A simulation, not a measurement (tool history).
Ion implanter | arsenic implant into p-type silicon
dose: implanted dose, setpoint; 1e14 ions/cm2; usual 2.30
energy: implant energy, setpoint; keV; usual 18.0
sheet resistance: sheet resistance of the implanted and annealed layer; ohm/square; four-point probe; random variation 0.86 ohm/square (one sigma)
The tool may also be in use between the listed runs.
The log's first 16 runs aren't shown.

run   hour  dose  energy  wafers since the last listed run  hours since the last dose calibration  hours since the extraction supply was calibrated  hours since the gauge calibration  read-back reference wafer on the same gauge, sheet resistance  sheet resistance
 17  206.1  1.92    13.0                               183                                   11.0                                              30.5                              286.1                                                         345.96            435.50
 18  213.8  2.78    18.0                               134                                   18.7                                              38.2                              293.8                                                         345.73            314.69
 19  227.9  2.91    14.5                               246                                   32.8                                              52.3                              307.9                                                         345.85            310.37
 20  237.1  2.10    16.5                               160                                   42.0                                              61.5                              317.1                                                         345.97            394.87
 21  250.4  2.99    12.5                               232                                   55.3                                              74.8                              330.4                                                         346.15            308.66
 22  262.3  1.65    12.5                               207                                   67.2                                              86.7                              342.3                                                         345.99            488.25
 23  271.0  2.10    18.0                               152                                   75.9                                              95.4                              351.0                                                         346.18            389.35
 24  293.8  2.30    18.0                               398                                   98.7                                             118.2                              373.8                                                         345.74            363.07
 25  307.0  2.89    18.0                               230                                  111.9                                             131.4                              387.0                                                         346.07            304.36
 26  319.7  2.88    18.0                               221                                  124.6                                             144.1                              399.7                                                         345.82            306.82
     325.6  -- gauge calibrated
 27  326.8  2.30    15.0                               124                                  131.7                                             151.2                                1.2                                                         346.35            369.72
 28  340.9  1.80    15.5                               246                                  145.8                                             165.3                               15.3                                                         345.88            444.74
 29  393.4  2.01    18.0                               917                                  198.3                                             217.8                               67.8                                                         345.98            398.51
 30  400.9  2.30    18.0                               131                                  205.8                                             225.3                               75.3                                                         345.82            361.06
 31  416.3  2.84    21.0                               269                                  221.2                                             240.7                               90.7                                                         346.32            301.99
 32  433.7  2.30    18.0                               304                                  238.6                                             258.1                              108.1                                                         345.96            359.62
 33  449.2  2.70    18.0                               270                                  254.1                                             273.6                              123.6                                                         345.96            318.69
 34  458.7  1.88    24.5                               166                                  263.6                                             283.1                              133.1                                                         346.18            401.88
 35  475.2  2.74    18.0                               288                                  280.1                                             299.6                              149.6                                                         345.86            314.15

Forecast each of these 3 alternatives for the next run:
  A  475.6  2.30    18.0                                 6                                  280.5                                             300.0                              150.0                                                              ?                 ?
  B  475.6  2.70    12.5                                 6                                  280.5                                             300.0                              150.0                                                              ?                 ?
  C  475.6  1.76    21.5                                 6                                  280.5                                             300.0                              150.0                                                              ?                 ?

run  read-back reference wafer on the same gauge, sheet resistance  sheet resistance
  A                                                         346.27            360.03
  B                                                         346.27            330.17
  C                                                         346.27            430.84
Without the tool's hidden state the same runs would have given:
run  sheet resistance
  A            366.82
  B            336.50
  C            438.75
